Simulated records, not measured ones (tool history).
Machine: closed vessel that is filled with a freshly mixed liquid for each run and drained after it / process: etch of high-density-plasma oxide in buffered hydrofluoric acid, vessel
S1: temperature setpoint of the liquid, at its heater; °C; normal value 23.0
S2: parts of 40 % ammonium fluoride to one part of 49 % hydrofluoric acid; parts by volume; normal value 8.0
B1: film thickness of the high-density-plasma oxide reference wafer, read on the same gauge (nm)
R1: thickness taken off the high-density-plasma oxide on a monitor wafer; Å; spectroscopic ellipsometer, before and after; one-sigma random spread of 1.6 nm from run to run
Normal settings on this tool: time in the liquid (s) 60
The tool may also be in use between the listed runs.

Run 1, day 0.000: usual settings; B1 119.99. Result: R1 1850.6 Å.
At day 2.121: hydrofluoric acid flow meter replaced.
Run 2, day 2.808: usual settings; B1 120.00. Result: R1 1735.7 Å.
Run 3, day 5.233: usual settings but time in the liquid (s) 45; B1 119.98. Result: R1 1326.8 Å.
Run 4, day 6.975: usual settings but time in the liquid (s) 45; B1 120.01. Result: R1 1321.9 Å.
Run 5, day 9.042: usual settings but time in the liquid (s) 45; B1 119.98. Result: R1 1344.9 Å.
Run 6, day 11.133: usual settings; B1 120.01. Result: R1 1777.7 Å.
Run 7, day 12.725: usual settings; B1 119.94. Result: R1 1805.1 Å.
Run 8, day 14.508: usual settings; B1 120.00. Result: R1 1827.7 Å.
Run 9, day 17.412: usual settings; B1 120.02. Result: R1 1833.9 Å.
Run 10, day 19.158: usual settings; B1 120.01. Result: R1 1856.3 Å.
Run 11, day 20.288: usual settings but time in the liquid (s) 80; B1 119.98. Result: R1 2456.7 Å.
At day 21.342: hydrofluoric acid flow meter replaced.
Run 12, day 21.567: usual settings but S2 8.5 parts by volume, time in the liquid (s) 40; B1 120.05. Result: R1 1071.5 Å.
Run 13, day 23.496: usual settings but S2 8.5 parts by volume, time in the liquid (s) 40; B1 120.02. Result: R1 1103.8 Å.
Run 14, day 25.921: usual settings but S2 9.0 parts by volume; B1 119.98. Result: R1 1580.3 Å.
Run 15, day 27.862: usual settings but S2 9.0 parts by volume; B1 120.02. Result: R1 1573.0 Å.
Run 16, day 29.333: usual settings but S1 25.5 °C, S2 10.5 parts by volume, time in the liquid (s) 50; B1 119.98. Result: R1 1341.2 Å.
Run 17, day 30.408: usual settings; B1 120.03. Result: R1 1799.6 Å.
At day 30.788: thermometer replaced.
Run 18, day 33.025: usual settings but S1 27.0 °C, time in the liquid (s) 85; B1 120.00. Result: R1 3273.4 Å.
Run 19, day 34.183: usual settings but time in the liquid (s) 40; B1 120.02. Result: R1 1202.7 Å.
Run 20, day 35.442: usual settings but S2 9.5 parts by volume, time in the liquid (s) 70; B1 119.96. Result: R1 1808.0 Å.
Run 21, day 37.192: usual settings; B1 119.98. Result: R1 1850.5 Å.
At day 38.850: hydrofluoric acid flow meter replaced.
Run 22, day 39.846: usual settings; B1 120.05. Result: R1 1741.4 Å.
Run 23, day 41.875: usual settings; B1 119.99. Result: R1 1765.0 Å.
At day 42.017: gauge calibrated.
Run 24, day 43.204: usual settings but S1 21.5 °C, S2 10.0 parts by volume, time in the liquid (s) 50; B1 120.03. Result: R1 1109.7 Å.
Run 25, day 44.558: usual settings but S1 25.0 °C, S2 9.5 parts by volume, time in the liquid (s) 70; B1 120.00. Result: R1 1929.5 Å.
Run 26, day 47.396: usual settings but S1 26.0 °C, S2 6.0 parts by volume, time in the liquid (s) 35; B1 120.00. Result: R1 1618.5 Å.
Run 27, day 49.979: usual settings but S1 20.0 °C, S2 11.0 parts by volume; B1 120.00. Result: R1 1172.0 Å.
Run 28, day 51.229: usual settings but S2 11.0 parts by volume; B1 120.03. Result: R1 1350.8 Å.
Run 29, day 53.179: usual settings; B1 120.01. Result: R1 1861.7 Å.
Run 30, day 55.888: usual settings but S1 19.5 °C, S2 5.5 parts by volume, time in the liquid (s) 90; B1 119.97. Result: R1 3240.3 Å.

Forecast each of these 3 alternatives for the next run:
Run A, day 55.917: usual settings; B1 ?. Result: R1 ?.
Run B, day 55.917: usual settings but S1 19.0 °C, S2 10.0 parts by volume, time in the liquid (s) 30; B1 ?. Result: R1 ?.
Run C, day 55.917: usual settings but S1 21.5 °C, S2 10.0 parts by volume; B1 ?. Result: R1 ?.

run      B1      R1
  A  120.02  1864.6
  B  120.02   596.0
  C  120.02  1370.8
Without the tool's hidden state the same runs would have given:
run      R1
  A  1731.6
  B   570.8
  C  1312.9
